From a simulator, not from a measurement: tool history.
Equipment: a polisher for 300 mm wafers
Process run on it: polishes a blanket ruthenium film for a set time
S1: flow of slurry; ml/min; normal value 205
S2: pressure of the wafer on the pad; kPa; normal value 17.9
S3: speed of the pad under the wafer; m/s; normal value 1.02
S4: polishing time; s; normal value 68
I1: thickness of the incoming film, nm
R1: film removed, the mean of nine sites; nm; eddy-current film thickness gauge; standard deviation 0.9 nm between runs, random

run   hour   S1    S2    S3  S4     I1     R1
  1      0  205  22.1  1.24  68  350.5  166.7
      11.7  -- worn pad replaced by a new one
  2   23.2  205  22.1  1.24  68  353.5  166.1
  3   48.9  205  17.9  0.82  68  354.4   92.8
  4   66.7  205  17.9  0.82  68  351.1   91.5
  5  146.8  205  17.9   0.9  68  346.5  100.4
     158.6  -- slurry nozzle cleaned
  6  159.3  205  17.9   0.9  68  354.7  101.2
     185.5  -- worn pad replaced by a new one
  7  194.9  205  17.9   0.9  68  352.2    100
  8  225.2  205  17.9  1.02  68  356.1  113.9
  9  257.2  205  17.9  1.02  68  349.8  111.4
 10  279.7  205  17.9  1.02  68  345.9  114.8
 11  306.8  205  17.9  1.02  68  351.6  112.8
 12    332  205  17.9  1.02  68    345  113.7
     336.3  -- worn pad replaced by a new one
 13  354.4  205  17.9   0.9  51  349.9   75.8
 14  372.2  205  17.9   0.9  51  349.3   76.2
 15  391.8  205  17.9  1.02  68  354.4    113
 16  492.2  205    20  1.02  60  355.2  111.1
       502  -- slurry nozzle cleaned
       517  -- worn pad replaced by a new one
 17  523.8  205  17.9  0.68  68  352.4   77.3
 18  542.4  205  17.9  1.02  68  355.4  110.5
 19  576.7  205  17.9  1.02  68  353.9  111.7
 20  602.2  205  17.9  1.02  68  344.2  113.3
     632.9  -- head pressure recalibrated
 21  637.3  205  17.9  1.02  68  356.5  112.5
 22  654.8  260  17.9  1.02  78  357.3  133.7
 23  668.3  205  14.5  1.02  46  347.8   61.2
     691.3  -- worn pad replaced by a new one
 24  691.8  170  20.7  0.76  51  350.2   72.6
 25  703.4  205  17.9  1.02  74  348.5  122.2
 26  716.9  205  17.9  1.02  68  348.9  111.9
 27    742  205  12.4  1.02  89  348.5    102
 28  755.3  205  22.1  1.24  68  348.4  167.4
 29  770.6  175  17.9  1.02  68  347.1  109.8
 30  789.5  205  17.9  0.92  68  354.3  102.2
 31    825  140  22.1   1.2  59  354.7  130.9
 32  839.2  140  22.1  0.68  86  349.3    113

Exercise: give the hidden state of the tool at every run:
removal rate lost through wear of the pad, %: 0 on each run
slurry flow missing at the pad, %: 0 on each run
deviation of the head's pressure from its setpoint, %: 0 on each run
